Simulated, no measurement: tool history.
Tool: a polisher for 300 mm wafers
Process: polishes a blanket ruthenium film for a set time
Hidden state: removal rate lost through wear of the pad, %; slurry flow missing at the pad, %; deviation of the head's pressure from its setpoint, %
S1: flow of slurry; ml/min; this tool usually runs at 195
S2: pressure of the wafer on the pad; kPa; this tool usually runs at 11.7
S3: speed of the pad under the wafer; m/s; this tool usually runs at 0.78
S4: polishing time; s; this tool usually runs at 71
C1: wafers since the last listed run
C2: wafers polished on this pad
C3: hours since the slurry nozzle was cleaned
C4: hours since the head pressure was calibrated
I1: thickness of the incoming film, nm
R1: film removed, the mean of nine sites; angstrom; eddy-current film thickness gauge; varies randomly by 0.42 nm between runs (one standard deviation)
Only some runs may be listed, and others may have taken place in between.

| run | day | S1 | S2 | S3 | S4 | C1 | C2 | C3 | C4 | I1 | R1 |
|---|---|---|---|---|---|---|---|---|---|---|---|
| 1 | 0 | 220 | 11.7 | 0.78 | 71 | 0 | 830 | 0.6 | 961.1 | 365.7 | 461 |
| 2 | 0.508 | 220 | 11.7 | 0.78 | 71 | 114 | 944 | 12.8 | 973.3 | 374 | 458 |
| 3 | 1.233 | 220 | 11.7 | 0.78 | 71 | 162 | 1107 | 30.2 | 990.7 | 367.4 | 464 |
| 4 | 2.283 | 195 | 11.7 | 0.66 | 71 | 235 | 1343 | 55.4 | 1015.9 | 372.8 | 387 |
| 5 | 3.646 | 195 | 11.7 | 0.66 | 71 | 305 | 1649 | 88.1 | 1048.6 | 369.6 | 382 |
| 6 | 4.933 | 195 | 11.7 | 0.72 | 71 | 289 | 1938 | 119 | 1079.5 | 368 | 424 |
|  | 5.108 | worn pad replaced by a new one |
| 7 | 5.65 | 195 | 11.7 | 0.72 | 71 | 123 | 121 | 136.2 | 1096.7 | 368 | 422 |
| 8 | 6.633 | 195 | 11.7 | 0.78 | 71 | 220 | 342 | 159.8 | 1120.3 | 367.4 | 455 |
| 9 | 7.3 | 195 | 11.7 | 0.78 | 71 | 149 | 492 | 175.8 | 1136.3 | 375.2 | 453 |
| 10 | 8.1 | 195 | 11.7 | 0.78 | 71 | 179 | 671 | 195 | 1155.5 | 370.6 | 455 |
| 11 | 11.25 | 195 | 11.7 | 0.58 | 71 | 707 | 1379 | 270.6 | 1231.1 | 368.2 | 330 |
| 12 | 11.812 | 195 | 11.7 | 0.58 | 71 | 126 | 1505 | 284.1 | 1244.6 | 369.5 | 340 |
| 13 | 12.971 | 195 | 11.7 | 0.58 | 71 | 260 | 1765 | 311.9 | 1272.4 | 364.7 | 337 |
|  | 13.421 | worn pad replaced by a new one, of another model than before |
| 14 | 14.075 | 195 | 11.7 | 0.78 | 65 | 210 | 146 | 338.4 | 1298.9 | 374 | 419 |
|  | 14.721 | head pressure recalibrated |
| 15 | 14.788 | 195 | 11.7 | 0.78 | 65 | 141 | 287 | 355.5 | 1.6 | 367.3 | 429 |
|  | 16.675 | slurry nozzle cleaned |
| 16 | 17.442 | 195 | 11.7 | 0.78 | 71 | 586 | 874 | 18.4 | 65.3 | 370.8 | 466 |
| 17 | 18.242 | 195 | 11.7 | 0.78 | 71 | 179 | 1054 | 37.6 | 84.5 | 371.8 | 469 |
| 18 | 18.821 | 195 | 8.3 | 0.62 | 71 | 130 | 1184 | 51.5 | 98.4 | 369.9 | 307 |
| 19 | 19.808 | 155 | 13.1 | 0.78 | 71 | 221 | 1405 | 75.2 | 122.1 | 370.2 | 495 |
| 20 | 20.754 | 195 | 13.8 | 1 | 62 | 212 | 1618 | 97.9 | 144.8 | 373.7 | 559 |
| 21 | 21.596 | 195 | 11.7 | 0.78 | 71 | 188 | 1807 | 118.1 | 165 | 365.3 | 458 |
|  | 22.396 | worn pad replaced by a new one |
| 22 | 22.938 | 195 | 11.7 | 0.78 | 65 | 263 | 121 | 150.3 | 197.2 | 371.5 | 426 |
| 23 | 23.812 | 195 | 11.7 | 0.78 | 71 | 196 | 317 | 171.3 | 218.2 | 369 | 461 |
| 24 | 24.504 | 255 | 15.9 | 0.78 | 81 | 155 | 473 | 187.9 | 234.8 | 367 | 687 |
| 25 | 25.954 | 195 | 11.7 | 0.78 | 71 | 325 | 798 | 222.7 | 269.6 | 368.1 | 464 |
| 26 | 27.033 | 265 | 11.7 | 0.78 | 71 | 242 | 1041 | 248.6 | 295.5 | 367.3 | 478 |
| 27 | 28.442 | 195 | 11.7 | 0.78 | 71 | 316 | 1357 | 282.4 | 329.3 | 368.2 | 461 |
| 28 | 29.208 | 195 | 11.7 | 0.78 | 71 | 172 | 1529 | 300.8 | 347.7 | 368.7 | 457 |
| 29 | 29.846 | 135 | 9.7 | 1.06 | 50 | 143 | 1672 | 316.1 | 363 | 371.6 | 355 |
| 30 | 30.846 | 135 | 11.7 | 0.62 | 71 | 224 | 1897 | 340.1 | 387 | 370.3 | 383 |
| 31 | 31.421 | 125 | 11.7 | 0.78 | 71 | 129 | 2026 | 353.9 | 400.8 | 369.3 | 442 |
|  | 32.154 | slurry nozzle cleaned |
|  | 32.183 | worn pad replaced by a new one |
| 32 | 32.558 | 150 | 11.7 | 0.78 | 71 | 240 | 84 | 9.7 | 428.1 | 366.6 | 458 |
| 33 | 33.125 | 195 | 9.7 | 0.7 | 71 | 127 | 211 | 23.3 | 441.7 | 370.3 | 378 |
| 34 | 33.817 | 175 | 9 | 0.68 | 61 | 155 | 366 | 39.9 | 458.3 | 364.7 | 293 |
| 35 | 34.95 | 175 | 9 | 0.92 | 90 | 254 | 621 | 67.1 | 485.5 | 368.8 | 541 |
| 36 | 37.838 | 160 | 11.7 | 0.64 | 71 | 648 | 1269 | 136.4 | 554.8 | 366 | 389 |
| 37 | 38.746 | 130 | 9 | 0.78 | 63 | 203 | 1473 | 158.2 | 576.6 | 367.9 | 328 |

Run-by-run hidden state of the tool:
removal rate lost through wear of the pad, %: 0 on each run
slurry flow missing at the pad, %: 0 on each run
H1: deviation of the head's pressure from its setpoint, %
| run | H1 |
|---|---|
| 1 | -2.94 |
| 2 | -2.98 |
| 3 | -3.04 |
| 4 | -3.13 |
| 5 | -3.24 |
| 6 | -3.34 |
| 7 | -3.4 |
| 8 | -3.48 |
| 9 | -3.53 |
| 10 | -3.6 |
| 11 | -3.85 |
| 12 | -3.9 |
| 13 | -3.99 |
| 14 | -4.08 |
| 15 | -0.489 |
| 16 | -0.703 |
| 17 | -0.768 |
| 18 | -0.814 |
| 19 | -0.894 |
| 20 | -0.97 |
| 21 | -1.04 |
| 22 | -1.15 |
| 23 | -1.22 |
| 24 | -1.27 |
| 25 | -1.39 |
| 26 | -1.48 |
| 27 | -1.59 |
| 28 | -1.65 |
| 29 | -1.7 |
| 30 | -1.78 |
| 31 | -1.83 |
| 32 | -1.92 |
| 33 | -1.97 |
| 34 | -2.02 |
| 35 | -2.11 |
| 36 | -2.35 |
| 37 | -2.42 |
